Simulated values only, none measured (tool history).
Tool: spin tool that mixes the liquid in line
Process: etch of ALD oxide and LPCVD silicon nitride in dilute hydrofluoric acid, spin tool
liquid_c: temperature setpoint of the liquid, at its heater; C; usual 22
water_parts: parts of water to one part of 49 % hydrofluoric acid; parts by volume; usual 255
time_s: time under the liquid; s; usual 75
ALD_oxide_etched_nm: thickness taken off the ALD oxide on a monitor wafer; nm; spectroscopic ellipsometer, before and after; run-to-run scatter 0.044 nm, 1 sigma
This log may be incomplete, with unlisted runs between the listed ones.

run,hour,liquid_c,water_parts,time_s,"read-back film thickness of the ALD oxide reference wafer, read on the same gauge (nm)",ALD_oxide_etched_nm
1,0,22,255,75,120.01,6.14
2,49.8,22,255,75,119.97,6.07
3,102.6,22,255,75,120.02,6.07
4,163.1,22,255,75,119.99,6.02
5,219.1,22,255,75,120,6.04
6,260.3,22,255,75,120,6.13
7,324.2,22,255,75,120,6.05
8,369,22,200,75,119.99,8.21
# hour 406.4: gauge calibrated
9,468.6,22,200,75,120.01,8.23
10,536.9,22,200,75,119.99,8.33
11,587.7,22,255,75,120.02,6.28
12,637.2,17.5,330,75,119.99,3.76
# hour 685: hydrofluoric acid flow meter replaced
13,739.3,22,255,75,119.96,5.51
# hour 759: thermometer replaced
14,841.5,26,205,75,120.03,8.34
15,902.6,22,255,75,119.98,5.52
16,961.6,22,345,75,120,3.79
17,999.6,22,255,75,120,5.56
18,1101.7,23.5,255,60,119.99,4.74
19,1148.7,20.5,255,75,119.99,5.3
20,1205.5,20.5,255,55,120,3.91
21,1263.7,22,330,75,120,4.1
22,1366.7,26.5,360,75,119.99,4.21
23,1422.4,22,255,75,120.02,5.59
24,1525.7,26.5,255,75,120.01,6.77
25,1610.8,25,255,75,120.02,6.31

Forecast each of these 5 alternatives for the next run:
A,1611.2,22,255,75,?,?
B,1611.2,26.5,345,75,?,?
C,1611.2,17.5,200,30,?,?
D,1611.2,18.5,255,45,?,?
E,1611.2,25,350,105,?,?

run,"read-back film thickness of the ALD oxide reference wafer, read on the same gauge (nm)",ALD_oxide_etched_nm
A,120,5.71
B,120,4.53
C,120,2.58
D,120,3.01
E,120,5.92
Stripped of hidden state, with their random variation kept, the same runs would have yielded:
run,ALD_oxide_etched_nm
A,5.48
B,4.33
C,2.48
D,2.88
E,5.66
